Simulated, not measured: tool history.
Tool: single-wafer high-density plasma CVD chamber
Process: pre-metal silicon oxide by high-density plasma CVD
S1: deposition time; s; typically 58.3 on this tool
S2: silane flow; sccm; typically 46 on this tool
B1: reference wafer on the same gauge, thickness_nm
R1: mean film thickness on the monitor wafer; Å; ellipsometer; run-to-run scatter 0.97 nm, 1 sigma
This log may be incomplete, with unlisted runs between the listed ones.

run,hour,S1,S2,B1,R1
1,0.0,58.3,46,256.734,2432.46
2,82.6,58.3,46,256.776,2450.27
3,179.9,58.3,46,256.518,2451.47
4,272.4,53.7,44,256.798,2140.68
5,331.4,53.7,44,256.432,2145.43
6,437.1,58.3,46,256.698,2456.79
7,519.2,58.3,46,256.928,2452.91
8,616.5,55.0,43,256.946,2156.73
9,659.5,58.3,42,256.431,2229.57
10,722.1,58.3,42,261.461,2260.95
11,810.0,66.8,52,260.516,3213.09
12,888.7,69.2,46,259.862,2947.52
13,977.0,58.3,46,259.396,2470.33
14,1025.5,66.0,50,259.343,3042.72
15,1119.6,53.3,41,258.742,1990.16
16,1165.7,58.3,46,258.632,2467.94
17,1269.5,66.4,46,257.987,2800.40
18,1378.7,67.4,41,257.876,2517.56
19,1643.1,58.3,46,256.897,2437.27
20,1729.8,49.7,51,256.826,2306.62

The log once held 2 entries between its listed runs, left out of this copy. Where does each go, and what is different about the tool's unlogged condition between the listed run before it and the listed run after it?
Between runs 9 and 10: gauge calibrated (hour 672.7)
  gauge reads high (%): -2.07 -> -0.273
  difference, measured minus the result without the unlogged condition, R1: -47.07 -> -6.19 Å
Between runs 11 and 12: silane flow controller replaced (hour 825.5)
  gauge reads high (%): -0.542 -> -0.754
  difference, measured minus the result without the unlogged condition, R1: -17.49 -> -22.40 Å

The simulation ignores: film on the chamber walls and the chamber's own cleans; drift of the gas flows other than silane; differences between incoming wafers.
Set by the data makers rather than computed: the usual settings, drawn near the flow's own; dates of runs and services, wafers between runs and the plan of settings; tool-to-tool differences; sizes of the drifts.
